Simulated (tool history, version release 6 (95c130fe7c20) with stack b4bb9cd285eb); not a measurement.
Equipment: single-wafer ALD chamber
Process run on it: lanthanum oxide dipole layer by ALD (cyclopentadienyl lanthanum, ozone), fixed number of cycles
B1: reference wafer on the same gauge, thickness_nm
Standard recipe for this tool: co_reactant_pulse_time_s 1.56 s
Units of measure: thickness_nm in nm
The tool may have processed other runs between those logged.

run 1 day=0.000 | co_reactant_pulse_time_s=1.27 | B1=0.52 | thickness_nm=0.527
-- day=1.183 gauge calibrated
run 2 day=2.996 | co_reactant_pulse_time_s=1.27 | B1=0.52 | thickness_nm=0.530
run 3 day=7.850 | co_reactant_pulse_time_s=1.27 | B1=0.52 | thickness_nm=0.530
run 4 day=9.708 | co_reactant_pulse_time_s=1.56 | B1=0.52 | thickness_nm=0.548
run 5 day=11.783 | co_reactant_pulse_time_s=1.56 | B1=0.52 | thickness_nm=0.547
run 6 day=13.846 | co_reactant_pulse_time_s=1.15 | B1=0.52 | thickness_nm=0.516
run 7 day=15.162 | co_reactant_pulse_time_s=1.15 | B1=0.52 | thickness_nm=0.515
-- day=16.904 thermocouple changed; heater temperature recalibrated
run 8 day=17.079 | co_reactant_pulse_time_s=1.15 | B1=0.52 | thickness_nm=0.513
run 9 day=18.808 | co_reactant_pulse_time_s=1.19 | B1=0.52 | thickness_nm=0.519
run 10 day=19.979 | co_reactant_pulse_time_s=1.19 | B1=0.52 | thickness_nm=0.521
run 11 day=21.183 | co_reactant_pulse_time_s=1.21 | B1=0.52 | thickness_nm=0.518
-- day=21.767 gauge calibrated
run 12 day=22.983 | co_reactant_pulse_time_s=1.34 | B1=0.52 | thickness_nm=0.532
-- day=23.658 showerhead replaced
run 13 day=25.608 | co_reactant_pulse_time_s=1.56 | B1=0.52 | thickness_nm=0.545
run 14 day=27.696 | co_reactant_pulse_time_s=1.56 | B1=0.52 | thickness_nm=0.544
run 15 day=29.783 | co_reactant_pulse_time_s=2.17 | B1=0.52 | thickness_nm=0.564
-- day=30.275 ozone generator serviced
run 16 day=30.842 | co_reactant_pulse_time_s=1.73 | B1=0.52 | thickness_nm=0.555
run 17 day=32.321 | co_reactant_pulse_time_s=0.94 | B1=0.52 | thickness_nm=0.489
run 18 day=34.983 | co_reactant_pulse_time_s=1.12 | B1=0.52 | thickness_nm=0.514
run 19 day=36.525 | co_reactant_pulse_time_s=2.13 | B1=0.52 | thickness_nm=0.566
run 20 day=38.650 | co_reactant_pulse_time_s=1.18 | B1=0.52 | thickness_nm=0.522

5 options for the next run, each taken on its own from the tool as it stands now. Forecast them:
run A day=38.667 | co_reactant_pulse_time_s=0.96 | B1=? | thickness_nm=?
run B day=38.667 | co_reactant_pulse_time_s=2.16 | B1=? | thickness_nm=?
run C day=38.667 | co_reactant_pulse_time_s=0.99 | B1=? | thickness_nm=?
run D day=38.667 | co_reactant_pulse_time_s=1.17 | B1=? | thickness_nm=?
run E day=38.667 | co_reactant_pulse_time_s=1.14 | B1=? | thickness_nm=?

run=A B1=0.52 thickness_nm=0.492
run=B B1=0.52 thickness_nm=0.564
run=C B1=0.52 thickness_nm=0.497
run=D B1=0.52 thickness_nm=0.519
run=E B1=0.52 thickness_nm=0.516
Stripped of hidden state, with their random variation kept, the same runs would have yielded:
run=A thickness_nm=0.493
run=B thickness_nm=0.564
run=C thickness_nm=0.497
run=D thickness_nm=0.519
run=E thickness_nm=0.516
